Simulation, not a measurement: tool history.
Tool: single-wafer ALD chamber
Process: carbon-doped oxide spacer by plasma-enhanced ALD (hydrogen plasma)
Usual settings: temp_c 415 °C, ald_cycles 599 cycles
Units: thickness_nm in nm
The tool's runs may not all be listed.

run	hour	temp_c	ald_cycles	wafers since the last listed run	hours since the last thermocouple change	hours since the gauge calibration	read-back reference wafer on the same gauge, thickness_nm	thickness_nm
1	0.0	415	599	0	1842.1	45.7	32.294	29.399
2	15.1	415	599	5	1857.2	60.8	32.317	29.390
3	23.4	415	656	3	1865.5	69.1	32.293	32.096
4	37.2	415	656	5	1879.3	82.9	32.295	32.010
5	54.1	415	656	6	1896.2	99.8	32.302	32.145
6	69.8	415	599	6	1911.9	115.5	32.319	29.288
7	79.3	415	599	3	1921.4	125.0	32.294	29.376
# hour 82.7: gauge calibrated
8	88.3	415	688	3	1930.4	5.6	32.285	33.671
9	100.4	415	688	4	1942.5	17.7	32.295	33.765
# hour 121.6: thermocouple changed; heater temperature recalibrated
10	122.1	415	688	5	0.5	39.4	32.281	33.720
11	127.3	421	657	2	5.7	44.6	32.294	31.856
12	165.7	427	508	14	44.1	83.0	32.277	24.088
13	178.2	415	599	4	56.6	95.5	32.300	29.313
14	189.0	415	599	4	67.4	106.3	32.292	29.367
15	202.5	423	533	5	80.9	119.8	32.320	25.607
# hour 206.4: gauge calibrated
16	208.8	427	697	2	87.2	2.4	32.310	33.126
17	219.7	415	599	4	98.1	13.3	32.278	29.417
18	256.0	419	599	14	134.4	49.6	32.315	28.879
19	262.6	422	489	2	141.0	56.2	32.346	23.519
20	273.5	409	702	4	151.9	67.1	32.295	35.042
21	284.5	404	655	4	162.9	78.1	32.282	33.043

How the hidden state differs across the entries between the runs, from the last listed run before each to the first after it:
Between runs 7 and 8: gauge calibrated (hour 82.7)
  no hidden state differs between the two runs
Between runs 9 and 10: thermocouple changed; heater temperature recalibrated (hour 121.6)
  no hidden state differs between the two runs
Between runs 15 and 16: gauge calibrated (hour 206.4)
  no hidden state differs between the two runs

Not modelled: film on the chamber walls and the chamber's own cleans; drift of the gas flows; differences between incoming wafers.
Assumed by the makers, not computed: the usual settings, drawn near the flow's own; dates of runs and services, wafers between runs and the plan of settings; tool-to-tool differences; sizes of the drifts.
